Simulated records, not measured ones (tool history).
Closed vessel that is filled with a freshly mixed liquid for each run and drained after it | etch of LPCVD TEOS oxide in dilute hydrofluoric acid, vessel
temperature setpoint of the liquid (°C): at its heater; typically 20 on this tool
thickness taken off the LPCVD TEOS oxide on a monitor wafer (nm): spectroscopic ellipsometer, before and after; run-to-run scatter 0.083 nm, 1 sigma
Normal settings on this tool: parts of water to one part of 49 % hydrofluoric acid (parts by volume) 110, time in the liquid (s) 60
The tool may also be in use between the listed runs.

run    hour  temperature setpoint of the liquid (°C)  parts of water to one part of 49 % hydrofluoric acid (parts by volume)  time in the liquid (s)  read-back film thickness of the LPCVD TEOS oxide reference wafer, read on the same gauge (nm)  thickness taken off the LPCVD TEOS oxide on a monitor wafer (nm)
  1       0                                       20                                                                     110                      60                                                                                         109.99                                                             16.24
  2    92.9                                       20                                                                      85                      50                                                                                         109.99                                                             18.16
  3     148                                       20                                                                     110                      60                                                                                            110                                                             16.33
  4     222                                       20                                                                     110                      60                                                                                         110.01                                                              16.2
  5   312.7                                       20                                                                     110                      60                                                                                         109.99                                                             16.37
  6   361.6                                       20                                                                     110                      60                                                                                            110                                                              16.1
  7     424                                       20                                                                     110                      60                                                                                         110.02                                                             16.38
      439.4  -- hydrofluoric acid flow meter replaced
  8   504.7                                       20                                                                     110                      60                                                                                         109.98                                                              16.2
  9     546                                       20                                                                     110                      60                                                                                            110                                                             16.33
 10     641                                       20                                                                     110                      60                                                                                            110                                                             16.24
 11   701.5                                       20                                                                     110                      60                                                                                         109.99                                                                16
      746.4  -- thermometer replaced
 12   906.5                                       20                                                                     110                      60                                                                                         109.98                                                             17.01
 13   959.9                                       22                                                                     110                      70                                                                                         110.01                                                             21.42
 14  1020.6                                       20                                                                     110                      60                                                                                         110.02                                                             16.94
 15  1078.2                                       20                                                                     110                      60                                                                                         110.01                                                                17
     1124.5  -- hydrofluoric acid flow meter replaced
 16  1142.9                                       17                                                                     155                      70                                                                                         109.97                                                              11.8
 17  1214.5                                       20                                                                     110                      85                                                                                         109.99                                                             23.91
 18  1310.9                                       20                                                                     110                      60                                                                                         109.99                                                             16.82
 19  1368.8                                       20                                                                     110                      60                                                                                         110.01                                                             17.02
 20  1421.8                                       20                                                                      90                      40                                                                                         110.01                                                             14.08
 21  1466.1                                       18                                                                      65                      60                                                                                         109.99                                                             27.34
 22  1548.3                                       20                                                                     110                      60                                                                                         109.98                                                              16.8
 23  1658.2                                       20                                                                     130                      90                                                                                         109.99                                                             20.63
       1668  -- gauge calibrated
 24  1755.3                                       17                                                                     165                      60                                                                                            110                                                              9.31
       1758  -- hydrofluoric acid flow meter replaced
 25  1797.8                                       20                                                                     125                      40                                                                                         110.03                                                              9.55
 26  1886.8                                     18.5                                                                     110                      60                                                                                         110.02                                                             15.77
 27  1950.2                                       20                                                                     150                      80                                                                                         109.97                                                             15.62
 28  2045.9                                       18                                                                      90                      80                                                                                         110.02                                                             25.42
 29  2130.4                                       20                                                                      85                      90                                                                                            110                                                             32.91
 30  2191.6                                       20                                                                     110                      60                                                                                         109.98                                                             16.74
 31  2289.7                                     23.5                                                                     135                      45                                                                                         110.02                                                             11.24
 32  2326.7                                     18.5                                                                      65                      85                                                                                         110.01                                                             39.14
     2354.1  -- hydrofluoric acid flow meter replaced
 33  2399.7                                       20                                                                     110                      60                                                                                         110.01                                                             16.58

Consider 4 possible next runs. They are alternatives, not a sequence: every one starts from the tool as it was left by run 33. What does each give?
  A  2400.4                                     21.5                                                                     110                      60                                                                                              ?                                                                 ?
  B  2400.4                                       20                                                                      80                      85                                                                                              ?                                                                 ?
  C  2400.4                                     17.5                                                                      90                      60                                                                                              ?                                                                 ?
  D  2400.4                                       17                                                                     145                      45                                                                                              ?                                                                 ?

run  read-back film thickness of the LPCVD TEOS oxide reference wafer, read on the same gauge (nm)  thickness taken off the LPCVD TEOS oxide on a monitor wafer (nm)
  A                                                                                         109.97                                                             17.43
  B                                                                                         109.97                                                                33
  C                                                                                         109.97                                                             18.43
  D                                                                                         109.97                                                              7.95
Take away the tool's hidden state, keep each run's random variation, and the runs would have read:
run  thickness taken off the LPCVD TEOS oxide on a monitor wafer (nm)
  A                                                             18.08
  B                                                             34.28
  C                                                             19.16
  D                                                              8.26
